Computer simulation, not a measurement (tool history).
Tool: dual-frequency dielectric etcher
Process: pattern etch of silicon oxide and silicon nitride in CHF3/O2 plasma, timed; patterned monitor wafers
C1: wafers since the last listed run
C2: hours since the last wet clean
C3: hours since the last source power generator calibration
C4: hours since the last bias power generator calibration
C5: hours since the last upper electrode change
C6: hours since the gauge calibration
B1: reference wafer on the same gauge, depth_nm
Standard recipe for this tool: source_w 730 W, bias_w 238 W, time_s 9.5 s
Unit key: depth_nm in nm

run 1 hour=0.0 | source_w=730 bias_w=238 time_s=9.5 | C1=0 C2=463.0 C3=95.0 C4=2384.2 C5=3210.5 C6=897.3 | B1=17.80 | depth_nm=17.99
run 2 hour=15.0 | source_w=820 bias_w=238 time_s=7.5 | C1=275 C2=478.0 C3=110.0 C4=2399.2 C5=3225.5 C6=912.3 | B1=17.79 | depth_nm=14.87
run 3 hour=30.0 | source_w=730 bias_w=238 time_s=9.5 | C1=275 C2=493.0 C3=125.0 C4=2414.2 C5=3240.5 C6=927.3 | B1=17.81 | depth_nm=17.93
run 4 hour=46.9 | source_w=730 bias_w=238 time_s=8.0 | C1=310 C2=509.9 C3=141.9 C4=2431.1 C5=3257.4 C6=944.2 | B1=17.80 | depth_nm=15.12
run 5 hour=74.3 | source_w=780 bias_w=282 time_s=9.5 | C1=502 C2=537.3 C3=169.3 C4=2458.5 C5=3284.8 C6=971.6 | B1=17.81 | depth_nm=19.46
run 6 hour=93.9 | source_w=730 bias_w=238 time_s=9.5 | C1=359 C2=556.9 C3=188.9 C4=2478.1 C5=3304.4 C6=991.2 | B1=17.80 | depth_nm=17.96
run 7 hour=118.4 | source_w=790 bias_w=238 time_s=11.5 | C1=449 C2=581.4 C3=213.4 C4=2502.6 C5=3328.9 C6=1015.7 | B1=17.80 | depth_nm=22.50
-- hour=155.1 wet clean of the chamber
run 8 hour=164.3 | source_w=730 bias_w=238 time_s=9.5 | C1=402 C2=9.2 C3=259.3 C4=2548.5 C5=3374.8 C6=1061.6 | B1=17.80 | depth_nm=17.72
run 9 hour=197.7 | source_w=650 bias_w=178 time_s=9.5 | C1=613 C2=42.6 C3=292.7 C4=2581.9 C5=3408.2 C6=1095.0 | B1=17.80 | depth_nm=15.49
run 10 hour=219.3 | source_w=820 bias_w=222 time_s=9.5 | C1=396 C2=64.2 C3=314.3 C4=2603.5 C5=3429.8 C6=1116.6 | B1=17.80 | depth_nm=18.23
run 11 hour=244.2 | source_w=580 bias_w=180 time_s=7.0 | C1=457 C2=89.1 C3=339.2 C4=2628.4 C5=3454.7 C6=1141.5 | B1=17.80 | depth_nm=10.92
-- hour=269.9 bias power generator calibrated
run 12 hour=272.8 | source_w=730 bias_w=238 time_s=9.5 | C1=451 C2=117.7 C3=367.8 C4=2.9 C5=3483.3 C6=1170.1 | B1=17.80 | depth_nm=17.71
run 13 hour=297.3 | source_w=820 bias_w=273 time_s=9.5 | C1=449 C2=142.2 C3=392.3 C4=27.4 C5=3507.8 C6=1194.6 | B1=17.80 | depth_nm=19.48
run 14 hour=319.6 | source_w=890 bias_w=291 time_s=8.5 | C1=409 C2=164.5 C3=414.6 C4=49.7 C5=3530.1 C6=1216.9 | B1=17.79 | depth_nm=18.35
-- hour=322.2 gauge calibrated
run 15 hour=334.2 | source_w=730 bias_w=276 time_s=9.5 | C1=268 C2=179.1 C3=429.2 C4=64.3 C5=3544.7 C6=12.0 | B1=17.80 | depth_nm=18.64
run 16 hour=347.3 | source_w=590 bias_w=282 time_s=9.5 | C1=240 C2=192.2 C3=442.3 C4=77.4 C5=3557.8 C6=25.1 | B1=17.81 | depth_nm=17.13
run 17 hour=367.0 | source_w=730 bias_w=297 time_s=12.0 | C1=361 C2=211.9 C3=462.0 C4=97.1 C5=3577.5 C6=44.8 | B1=17.80 | depth_nm=24.01
run 18 hour=388.6 | source_w=620 bias_w=238 time_s=9.5 | C1=396 C2=233.5 C3=483.6 C4=118.7 C5=3599.1 C6=66.4 | B1=17.79 | depth_nm=16.60
-- hour=413.6 upper electrode replaced
run 19 hour=414.1 | source_w=730 bias_w=238 time_s=11.0 | C1=27 C2=259.0 C3=509.1 C4=144.2 C5=0.5 C6=91.9 | B1=17.79 | depth_nm=20.61
run 20 hour=435.7 | source_w=730 bias_w=199 time_s=9.5 | C1=396 C2=280.6 C3=530.7 C4=165.8 C5=22.1 C6=113.5 | B1=17.81 | depth_nm=16.94
run 21 hour=451.0 | source_w=730 bias_w=214 time_s=8.5 | C1=280 C2=295.9 C3=546.0 C4=181.1 C5=37.4 C6=128.8 | B1=17.80 | depth_nm=15.44
run 22 hour=475.2 | source_w=650 bias_w=178 time_s=9.5 | C1=444 C2=320.1 C3=570.2 C4=205.3 C5=61.6 C6=153.0 | B1=17.80 | depth_nm=15.63
run 23 hour=506.3 | source_w=810 bias_w=238 time_s=8.0 | C1=570 C2=351.2 C3=601.3 C4=236.4 C5=92.7 C6=184.1 | B1=17.80 | depth_nm=15.72
run 24 hour=536.5 | source_w=730 bias_w=190 time_s=9.5 | C1=554 C2=381.4 C3=631.5 C4=266.6 C5=122.9 C6=214.3 | B1=17.81 | depth_nm=16.72
run 25 hour=602.4 | source_w=840 bias_w=238 time_s=7.0 | C1=1209 C2=447.3 C3=697.4 C4=332.5 C5=188.8 C6=280.2 | B1=17.80 | depth_nm=13.99
run 26 hour=616.4 | source_w=730 bias_w=286 time_s=11.5 | C1=256 C2=461.3 C3=711.4 C4=346.5 C5=202.8 C6=294.2 | B1=17.80 | depth_nm=22.95
-- hour=647.4 wet clean of the chamber
run 27 hour=647.9 | source_w=730 bias_w=238 time_s=7.0 | C1=137 C2=0.5 C3=742.9 C4=378.0 C5=234.3 C6=325.7 | B1=17.79 | depth_nm=12.98

For run 28, what comes out?
run 28 hour=655.3 | source_w=730 bias_w=238 time_s=9.5 | C1=135 C2=7.9 C3=750.3 C4=385.4 C5=241.7 C6=333.1 | B1=? | depth_nm=?

{"run 28": {"B1": 17.81, "depth_nm": 17.72}}
Were there no unlogged condition in the tool, this run, its random variation unchanged, would have produced depth_nm 17.67 nm.
